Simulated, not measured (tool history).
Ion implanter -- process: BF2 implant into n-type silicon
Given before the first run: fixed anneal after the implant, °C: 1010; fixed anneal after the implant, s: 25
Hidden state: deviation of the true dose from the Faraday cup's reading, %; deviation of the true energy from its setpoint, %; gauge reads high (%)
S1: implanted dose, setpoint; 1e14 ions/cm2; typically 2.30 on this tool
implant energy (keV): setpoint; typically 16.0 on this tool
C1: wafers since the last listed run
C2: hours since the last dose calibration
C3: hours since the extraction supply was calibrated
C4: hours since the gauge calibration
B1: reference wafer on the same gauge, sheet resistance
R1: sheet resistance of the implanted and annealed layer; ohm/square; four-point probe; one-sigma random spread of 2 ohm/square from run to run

Run 1, hour 0.0: usual settings; C1 0; C2 1658.2; C3 1637.0; C4 91.7; B1 550.78. Result: R1 445.37 ohm/square.
Run 2, hour 43.0: usual settings; C1 596; C2 1701.2; C3 1680.0; C4 134.7; B1 551.13. Result: R1 439.95 ohm/square.
At hour 115.8: Faraday cup replaced and dose calibrated.
Run 3, hour 136.9: usual settings; C1 1192; C2 21.1; C3 1773.9; C4 228.6; B1 551.04. Result: R1 460.15 ohm/square.
Run 4, hour 193.4: usual settings but implant energy (keV) 14.0; C1 784; C2 77.6; C3 1830.4; C4 285.1; B1 550.94. Result: R1 460.81 ohm/square.
Run 5, hour 236.6: usual settings but implant energy (keV) 14.0; C1 599; C2 120.8; C3 1873.6; C4 328.3; B1 550.52. Result: R1 465.35 ohm/square.
Run 6, hour 318.6: usual settings but implant energy (keV) 14.0; C1 1138; C2 202.8; C3 1955.6; C4 410.3; B1 551.00. Result: R1 467.30 ohm/square.
Run 7, hour 430.5: usual settings; C1 1553; C2 314.7; C3 2067.5; C4 522.2; B1 550.71. Result: R1 457.20 ohm/square.
Run 8, hour 494.7: usual settings; C1 891; C2 378.9; C3 2131.7; C4 586.4; B1 550.80. Result: R1 458.38 ohm/square.
Run 9, hour 568.1: usual settings; C1 1018; C2 452.3; C3 2205.1; C4 659.8; B1 551.44. Result: R1 459.19 ohm/square.
Run 10, hour 669.1: usual settings; C1 1401; C2 553.3; C3 2306.1; C4 760.8; B1 551.06. Result: R1 456.22 ohm/square.
Run 11, hour 714.4: usual settings but implant energy (keV) 19.0; C1 628; C2 598.6; C3 2351.4; C4 806.1; B1 550.98. Result: R1 448.98 ohm/square.
Run 12, hour 785.1: usual settings; C1 981; C2 669.3; C3 2422.1; C4 876.8; B1 551.23. Result: R1 455.20 ohm/square.
At hour 846.7: extraction supply calibrated.
Run 13, hour 851.9: usual settings; C1 816; C2 736.1; C3 5.2; C4 943.6; B1 550.39. Result: R1 453.13 ohm/square.
Run 14, hour 954.9: usual settings; C1 1429; C2 839.1; C3 108.2; C4 1046.6; B1 550.79. Result: R1 452.21 ohm/square.
Run 15, hour 1026.9: usual settings; C1 999; C2 911.1; C3 180.2; C4 1118.6; B1 551.00. Result: R1 448.99 ohm/square.
Run 16, hour 1081.4: usual settings but S1 2.69 1e14 ions/cm2; C1 756; C2 965.6; C3 234.7; C4 1173.1; B1 551.17. Result: R1 395.16 ohm/square.
Run 17, hour 1118.7: usual settings; C1 517; C2 1002.9; C3 272.0; C4 1210.4; B1 550.92. Result: R1 452.38 ohm/square.
Run 18, hour 1175.9: usual settings but S1 1.99 1e14 ions/cm2, implant energy (keV) 20.5; C1 793; C2 1060.1; C3 329.2; C4 1267.6; B1 550.90. Result: R1 500.41 ohm/square.
Run 19, hour 1217.7: usual settings but S1 2.63 1e14 ions/cm2, implant energy (keV) 13.0; C1 580; C2 1101.9; C3 371.0; C4 1309.4; B1 551.33. Result: R1 416.07 ohm/square.
Run 20, hour 1292.4: usual settings but S1 2.03 1e14 ions/cm2, implant energy (keV) 12.0; C1 1036; C2 1176.6; C3 445.7; C4 1384.1; B1 551.18. Result: R1 519.79 ohm/square.
Run 21, hour 1333.2: usual settings; C1 566; C2 1217.4; C3 486.5; C4 1424.9; B1 551.29. Result: R1 448.63 ohm/square.
Run 22, hour 1409.6: usual settings but S1 1.93 1e14 ions/cm2; C1 1060; C2 1293.8; C3 562.9; C4 1501.3; B1 550.85. Result: R1 524.44 ohm/square.
Run 23, hour 1461.6: usual settings but S1 1.68 1e14 ions/cm2, implant energy (keV) 14.5; C1 721; C2 1345.8; C3 614.9; C4 1553.3; B1 551.44. Result: R1 595.05 ohm/square.
Run 24, hour 1538.1: usual settings but S1 2.53 1e14 ions/cm2, implant energy (keV) 12.5; C1 1061; C2 1422.3; C3 691.4; C4 1629.8; B1 550.97. Result: R1 423.76 ohm/square.
Run 25, hour 1598.6: usual settings but implant energy (keV) 20.5; C1 839; C2 1482.8; C3 751.9; C4 1690.3; B1 551.54. Result: R1 435.70 ohm/square.
Run 26, hour 1687.8: usual settings; C1 1238; C2 1572.0; C3 841.1; C4 1779.5; B1 551.04. Result: R1 446.47 ohm/square.
Run 27, hour 1730.7: usual settings but implant energy (keV) 11.0; C1 595; C2 1614.9; C3 884.0; C4 1822.4; B1 550.89. Result: R1 467.43 ohm/square.
Run 28, hour 1772.0: usual settings; C1 573; C2 1656.2; C3 925.3; C4 1863.7; B1 551.47. Result: R1 440.51 ohm/square.
At hour 1803.3: gauge calibrated.
At hour 1815.5: Faraday cup replaced and dose calibrated.
Run 29, hour 1877.7: usual settings but S1 1.67 1e14 ions/cm2, implant energy (keV) 11.5; C1 1356; C2 62.2; C3 1031.0; C4 74.4; B1 551.15. Result: R1 633.43 ohm/square.
Run 30, hour 1983.4: usual settings but implant energy (keV) 10.5; C1 1467; C2 167.9; C3 1136.7; C4 180.1; B1 550.76. Result: R1 482.43 ohm/square.
Run 31, hour 2023.8: usual settings but S1 1.71 1e14 ions/cm2; C1 560; C2 208.3; C3 1177.1; C4 220.5; B1 551.67. Result: R1 590.94 ohm/square.
Run 32, hour 2116.7: usual settings but S1 1.82 1e14 ions/cm2, implant energy (keV) 11.5; C1 1289; C2 301.2; C3 1270.0; C4 313.4; B1 551.24. Result: R1 580.09 ohm/square.
Run 33, hour 2159.1: usual settings; C1 588; C2 343.6; C3 1312.4; C4 355.8; B1 551.11. Result: R1 458.30 ohm/square.
Run 34, hour 2225.1: usual settings but S1 1.90 1e14 ions/cm2; C1 916; C2 409.6; C3 1378.4; C4 421.8; B1 551.31. Result: R1 538.63 ohm/square.
Run 35, hour 2299.4: usual settings but S1 1.67 1e14 ions/cm2, implant energy (keV) 19.5; C1 1031; C2 483.9; C3 1452.7; C4 496.1; B1 550.60. Result: R1 591.73 ohm/square.
Run 36, hour 2384.2: usual settings; C1 1177; C2 568.7; C3 1537.5; C4 580.9; B1 550.91. Result: R1 455.21 ohm/square.
Run 37, hour 2487.4: usual settings but S1 2.63 1e14 ions/cm2, implant energy (keV) 18.5; C1 1432; C2 671.9; C3 1640.7; C4 684.1; B1 550.96. Result: R1 399.03 ohm/square.
Run 38, hour 2553.4: usual settings but S1 2.84 1e14 ions/cm2, implant energy (keV) 19.5; C1 916; C2 737.9; C3 1706.7; C4 750.1; B1 550.65. Result: R1 372.07 ohm/square.

What the log doesn't show, run by run:
deviation of the true energy from its setpoint, %: 0 on each run
gauge reads high (%): 0 on each run
H1: deviation of the true dose from the Faraday cup's reading, %
run     H1
  1   4.28
  2    4.5
  3  0.245
  4  0.254
  5  0.267
  6  0.308
  7  0.397
  8  0.466
  9   0.56
 10  0.717
 11  0.798
 12  0.936
 13   1.08
 14   1.33
 15   1.53
 16   1.68
 17    1.8
 18   1.98
 19   2.12
 20   2.38
 21   2.53
 22   2.83
 23   3.04
 24   3.37
 25   3.64
 26   4.06
 27   4.27
 28   4.48
 29  0.455
 30  0.493
 31  0.516
 32  0.589
 33  0.631
 34  0.708
 35  0.811
 36  0.948
 37   1.15
 38   1.29
